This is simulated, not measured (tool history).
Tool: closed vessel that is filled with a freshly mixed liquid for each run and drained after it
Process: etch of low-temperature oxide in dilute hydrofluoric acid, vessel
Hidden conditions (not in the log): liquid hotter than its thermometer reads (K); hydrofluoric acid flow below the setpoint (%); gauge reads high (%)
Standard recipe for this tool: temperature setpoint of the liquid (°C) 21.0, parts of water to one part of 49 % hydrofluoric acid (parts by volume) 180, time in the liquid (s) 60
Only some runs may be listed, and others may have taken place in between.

| run | day | temperature setpoint of the liquid (°C) | parts of water to one part of 49 % hydrofluoric acid (parts by volume) | time in the liquid (s) | wafers since the last listed run | hours since the thermometer was replaced | hours since the hydrofluoric acid flow meter was replaced | hours since the gauge calibration | read-back film thickness of the low-temperature oxide reference wafer, read on the same gauge (nm) | thickness taken off the low-temperature oxide on a monitor wafer (Å) |
|---|---|---|---|---|---|---|---|---|---|---|
| 1 | 0.000 | 21.0 | 180 | 35 | 0 | 2356.4 | 1154.0 | 168.1 | 100.03 | 40.6 |
| 2 | 2.896 | 21.0 | 180 | 35 | 10498 | 2425.9 | 1223.5 | 237.6 | 99.99 | 40.5 |
| 3 | 3.471 | 21.0 | 140 | 60 | 2084 | 2439.7 | 1237.3 | 251.4 | 99.99 | 93.3 |
| 4 | 4.617 | 21.0 | 120 | 60 | 4154 | 2467.2 | 1264.8 | 278.9 | 99.96 | 110.2 |
| 5 | 5.654 | 21.0 | 120 | 60 | 3761 | 2492.1 | 1289.7 | 303.8 | 100.01 | 111.1 |
| 6 | 6.738 | 21.0 | 120 | 60 | 3927 | 2518.1 | 1315.7 | 329.8 | 100.01 | 110.0 |
| 7 | 7.479 | 21.0 | 230 | 60 | 2688 | 2535.9 | 1333.5 | 347.6 | 100.02 | 51.5 |
| 8 | 8.721 | 21.0 | 180 | 60 | 4501 | 2565.7 | 1363.3 | 377.4 | 99.98 | 69.1 |
| 9 | 9.858 | 21.0 | 180 | 60 | 4123 | 2593.0 | 1390.6 | 404.7 | 99.98 | 69.0 |
| 10 | 10.792 | 21.0 | 180 | 60 | 3383 | 2615.4 | 1413.0 | 427.1 | 99.98 | 69.0 |
|  | 11.967 | gauge calibrated |
| 11 | 12.062 | 21.0 | 180 | 60 | 4607 | 2645.9 | 1443.5 | 2.3 | 99.97 | 69.3 |
|  | 12.929 | hydrofluoric acid flow meter replaced |
|  | 12.954 | thermometer replaced |
| 12 | 13.221 | 21.0 | 180 | 60 | 3959 | 6.4 | 7.0 | 30.1 | 100.03 | 73.3 |
| 13 | 13.746 | 21.0 | 180 | 60 | 1903 | 19.0 | 19.6 | 42.7 | 99.99 | 73.0 |
| 14 | 14.871 | 17.0 | 180 | 60 | 4078 | 46.0 | 46.6 | 69.7 | 100.00 | 62.7 |
| 15 | 15.875 | 18.0 | 145 | 30 | 3640 | 70.1 | 70.7 | 93.8 | 100.02 | 41.9 |
| 16 | 16.575 | 22.5 | 180 | 30 | 2537 | 86.9 | 87.5 | 110.6 | 100.02 | 38.5 |
| 17 | 17.900 | 21.0 | 115 | 60 | 4803 | 118.7 | 119.3 | 142.4 | 99.98 | 123.3 |
| 18 | 18.675 | 18.0 | 180 | 30 | 2809 | 137.3 | 137.9 | 161.0 | 99.98 | 32.5 |
| 19 | 20.050 | 21.0 | 120 | 90 | 4985 | 170.3 | 170.9 | 194.0 | 99.99 | 173.2 |
| 20 | 20.958 | 26.0 | 105 | 50 | 3293 | 192.1 | 192.7 | 215.8 | 100.02 | 137.1 |
| 21 | 21.471 | 24.5 | 155 | 60 | 1858 | 204.4 | 205.0 | 228.1 | 100.00 | 99.3 |
| 22 | 22.683 | 21.0 | 120 | 60 | 4395 | 233.5 | 234.1 | 257.2 | 99.97 | 115.9 |

Below are 3 alternative next runs, each starting from the tool's condition after run 22. Predict each:
| A | 22.712 | 21.0 | 180 | 60 | 105 | 234.2 | 234.8 | 257.9 | ? | ? |
| B | 22.712 | 23.0 | 180 | 60 | 105 | 234.2 | 234.8 | 257.9 | ? | ? |
| C | 22.712 | 21.0 | 100 | 60 | 105 | 234.2 | 234.8 | 257.9 | ? | ? |

| run | read-back film thickness of the low-temperature oxide reference wafer, read on the same gauge (nm) | thickness taken off the low-temperature oxide on a monitor wafer (Å) |
|---|---|---|
| A | 99.99 | 72.3 |
| B | 99.99 | 78.0 |
| C | 99.99 | 142.0 |
Without the tool's unlogged condition, the same runs would have read:
| run | thickness taken off the low-temperature oxide on a monitor wafer (Å) |
|---|---|
| A | 73.5 |
| B | 79.4 |
| C | 144.3 |

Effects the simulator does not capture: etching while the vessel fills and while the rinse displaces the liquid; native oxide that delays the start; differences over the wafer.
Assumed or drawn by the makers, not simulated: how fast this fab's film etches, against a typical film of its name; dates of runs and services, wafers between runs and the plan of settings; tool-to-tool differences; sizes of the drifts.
